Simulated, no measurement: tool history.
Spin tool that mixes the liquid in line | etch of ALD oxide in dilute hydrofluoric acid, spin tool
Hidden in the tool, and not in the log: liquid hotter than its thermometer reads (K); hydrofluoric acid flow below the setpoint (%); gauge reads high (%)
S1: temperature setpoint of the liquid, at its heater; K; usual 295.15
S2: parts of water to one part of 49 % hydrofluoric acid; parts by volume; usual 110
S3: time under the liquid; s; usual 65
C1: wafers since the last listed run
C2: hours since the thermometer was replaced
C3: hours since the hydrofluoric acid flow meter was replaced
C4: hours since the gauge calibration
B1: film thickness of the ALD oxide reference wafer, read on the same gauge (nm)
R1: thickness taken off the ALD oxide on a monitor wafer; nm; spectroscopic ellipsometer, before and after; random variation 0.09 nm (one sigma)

Run 1, hour 0: usual settings but S3 50 s; C1 0; C2 538.8; C3 655.2; C4 156.3; B1 129.55. Result: R1 8.99 nm.
At hour 39.7: hydrofluoric acid flow meter replaced.
Run 2, hour 44.9: usual settings but S3 50 s; C1 380; C2 583.7; C3 5.2; C4 201.2; B1 129.34. Result: R1 9.08 nm.
Run 3, hour 80.5: usual settings but S3 50 s; C1 308; C2 619.3; C3 40.8; C4 236.8; B1 129.13. Result: R1 9.1 nm.
Run 4, hour 131.1: usual settings but S3 90 s; C1 438; C2 669.9; C3 91.4; C4 287.4; B1 128.84. Result: R1 16.32 nm.
Run 5, hour 171.2: usual settings but S1 298.15 K; C1 347; C2 710; C3 131.5; C4 327.5; B1 128.65. Result: R1 13.16 nm.
Run 6, hour 233.4: usual settings but S1 298.15 K; C1 539; C2 772.2; C3 193.7; C4 389.7; B1 128.35. Result: R1 13.05 nm.
Run 7, hour 289.4: usual settings; C1 485; C2 828.2; C3 249.7; C4 445.7; B1 128. Result: R1 11.58 nm.
Run 8, hour 331: usual settings; C1 360; C2 869.8; C3 291.3; C4 487.3; B1 127.81. Result: R1 11.74 nm.
Run 9, hour 374: usual settings but S3 40 s; C1 372; C2 912.8; C3 334.3; C4 530.3; B1 127.62. Result: R1 7.07 nm.
Run 10, hour 412.3: usual settings but S1 297.15 K; C1 332; C2 951.1; C3 372.6; C4 568.6; B1 127.41. Result: R1 12.5 nm.
Run 11, hour 474.2: usual settings but S1 297.15 K; C1 536; C2 1013; C3 434.5; C4 630.5; B1 127.1. Result: R1 12.51 nm.
Run 12, hour 521.1: usual settings but S1 299.15 K, S2 150 parts by volume; C1 406; C2 1059.9; C3 481.4; C4 677.4; B1 126.88. Result: R1 9.4 nm.
Run 13, hour 574.7: usual settings but S1 290.65 K; C1 464; C2 1113.5; C3 535; C4 731; B1 126.56. Result: R1 9.49 nm.
Run 14, hour 611.6: usual settings but S3 50 s; C1 320; C2 1150.4; C3 571.9; C4 767.9; B1 126.34. Result: R1 8.76 nm.
Run 15, hour 638.2: usual settings but S1 297.15 K, S2 55 parts by volume; C1 230; C2 1177; C3 598.5; C4 794.5; B1 126.2. Result: R1 26.41 nm.
At hour 653: gauge calibrated.
At hour 720.4: hydrofluoric acid flow meter replaced.
Run 16, hour 770.5: usual settings but S1 293.65 K, S2 70 parts by volume, S3 105 s; C1 1138; C2 1309.3; C3 50.1; C4 117.5; B1 128.86. Result: R1 29.2 nm.
At hour 818.8: thermometer replaced.
Run 17, hour 841: usual settings but S1 298.15 K, S2 65 parts by volume, S3 50 s; C1 602; C2 22.2; C3 120.6; C4 188; B1 128.51. Result: R1 18.15 nm.
Run 18, hour 882.9: usual settings but S2 60 parts by volume; C1 363; C2 64.1; C3 162.5; C4 229.9; B1 128.34. Result: R1 22.91 nm.
Run 19, hour 946.7: usual settings but S1 290.15 K; C1 553; C2 127.9; C3 226.3; C4 293.7; B1 127.94. Result: R1 9.46 nm.
Run 20, hour 972.8: usual settings but S3 50 s; C1 226; C2 154; C3 252.4; C4 319.8; B1 127.79. Result: R1 8.86 nm.
Run 21, hour 1043.8: usual settings but S1 291.65 K, S2 90 parts by volume, S3 50 s; C1 615; C2 225; C3 323.4; C4 390.8; B1 127.47. Result: R1 9.7 nm.
Run 22, hour 1102.7: usual settings but S1 297.15 K, S2 140 parts by volume, S3 40 s; C1 510; C2 283.9; C3 382.3; C4 449.7; B1 127.12. Result: R1 5.91 nm.

Forecast each of these 4 alternatives for the next run:
Run A, hour 1103.1: usual settings; C1 3; C2 284.3; C3 382.7; C4 450.1; B1 ?. Result: R1 ?.
Run B, hour 1103.1: usual settings but S1 296.65 K, S3 25 s; C1 3; C2 284.3; C3 382.7; C4 450.1; B1 ?. Result: R1 ?.
Run C, hour 1103.1: usual settings but S1 291.15 K, S2 90 parts by volume, S3 45 s; C1 3; C2 284.3; C3 382.7; C4 450.1; B1 ?. Result: R1 ?.
Run D, hour 1103.1: usual settings but S3 55 s; C1 3; C2 284.3; C3 382.7; C4 450.1; B1 ?. Result: R1 ?.

run      B1     R1
  A  127.14  11.67
  B  127.14   4.76
  C  127.14   8.57
  D  127.14   9.87
Without the tool's hidden state the same runs would have given:
run     R1
  A  11.93
  B   4.87
  C   8.76
  D   10.1
